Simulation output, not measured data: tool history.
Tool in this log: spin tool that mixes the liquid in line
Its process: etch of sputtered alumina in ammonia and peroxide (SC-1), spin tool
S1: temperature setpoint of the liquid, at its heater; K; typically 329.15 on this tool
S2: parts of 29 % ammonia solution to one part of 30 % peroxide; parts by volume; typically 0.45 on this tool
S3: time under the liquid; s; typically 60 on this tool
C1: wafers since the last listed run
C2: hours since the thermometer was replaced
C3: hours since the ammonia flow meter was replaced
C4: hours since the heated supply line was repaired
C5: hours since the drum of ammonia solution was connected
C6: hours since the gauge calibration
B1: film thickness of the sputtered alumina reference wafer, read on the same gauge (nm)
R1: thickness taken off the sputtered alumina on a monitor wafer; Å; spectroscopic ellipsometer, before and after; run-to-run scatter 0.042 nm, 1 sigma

run,hour,S1,S2,S3,C1,C2,C3,C4,C5,C6,B1,R1
1,0.0,329.15,0.60,60,0,471.7,881.0,1351.0,142.8,413.9,59.99,49.8
2,69.2,329.15,0.60,60,751,540.9,950.2,1420.2,212.0,483.1,59.99,49.0
3,104.6,329.15,0.50,60,384,576.3,985.6,1455.6,247.4,518.5,60.00,48.0
# hour 121.8: thermometer replaced
4,158.3,329.15,0.50,60,572,36.5,1039.3,1509.3,301.1,572.2,60.00,50.5
# hour 197.7: new drum of ammonia solution connected
5,230.3,329.15,0.45,60,771,108.5,1111.3,1581.3,32.6,644.2,60.00,49.4
6,276.4,322.65,0.45,60,500,154.6,1157.4,1627.4,78.7,690.3,60.00,34.1
7,343.6,329.15,0.45,60,729,221.8,1224.6,1694.6,145.9,757.5,60.00,48.0
8,388.3,329.15,0.45,60,485,266.5,1269.3,1739.3,190.6,802.2,60.00,47.5
# hour 433.3: ammonia flow meter replaced
9,458.6,329.15,0.45,60,752,336.8,25.3,1809.6,260.9,872.5,59.98,46.6
# hour 502.4: new drum of ammonia solution connected
# hour 505.1: heated supply line repaired
# hour 521.0: gauge calibrated
10,527.9,323.65,0.45,60,730,406.1,94.6,22.8,25.5,6.9,59.98,39.5
11,573.9,329.15,0.60,60,499,452.1,140.6,68.8,71.5,52.9,59.99,54.2
12,606.8,329.15,0.45,60,357,485.0,173.5,101.7,104.4,85.8,59.99,52.5
13,646.7,334.15,0.35,60,433,524.9,213.4,141.6,144.3,125.7,59.98,66.8
14,711.8,324.65,0.45,60,707,590.0,278.5,206.7,209.4,190.8,59.98,40.4
# hour 730.9: thermometer replaced
15,781.9,335.15,0.50,30,750,51.0,348.6,276.8,279.5,260.9,60.01,39.3
16,818.8,332.65,0.25,60,400,87.9,385.5,313.7,316.4,297.8,59.99,63.4
17,843.0,338.65,0.45,75,262,112.1,409.7,337.9,340.6,322.0,59.97,112.0
# hour 864.6: new drum of ammonia solution connected
18,908.7,329.15,0.55,60,702,177.8,475.4,403.6,44.1,387.7,60.01,55.6
19,977.3,329.15,0.45,60,745,246.4,544.0,472.2,112.7,456.3,60.00,54.9

Consider 5 possible next runs. They are alternatives, not a sequence: every one starts from the tool as it was left by run 19. What does each give?
A,977.7,329.15,0.45,60,4,246.8,544.4,472.6,113.1,456.7,?,?
B,977.7,339.15,0.30,40,4,246.8,544.4,472.6,113.1,456.7,?,?
C,977.7,329.15,0.45,85,4,246.8,544.4,472.6,113.1,456.7,?,?
D,977.7,323.15,0.35,50,4,246.8,544.4,472.6,113.1,456.7,?,?
E,977.7,334.15,0.55,40,4,246.8,544.4,472.6,113.1,456.7,?,?

run,B1,R1
A,59.99,54.2
B,59.99,58.2
C,59.99,76.8
D,59.99,31.8
E,59.99,47.9
Take away the tool's hidden state, keep each run's random variation, and the runs would have read:
run,R1
A,58.4
B,62.4
C,82.8
D,34.4
E,51.5

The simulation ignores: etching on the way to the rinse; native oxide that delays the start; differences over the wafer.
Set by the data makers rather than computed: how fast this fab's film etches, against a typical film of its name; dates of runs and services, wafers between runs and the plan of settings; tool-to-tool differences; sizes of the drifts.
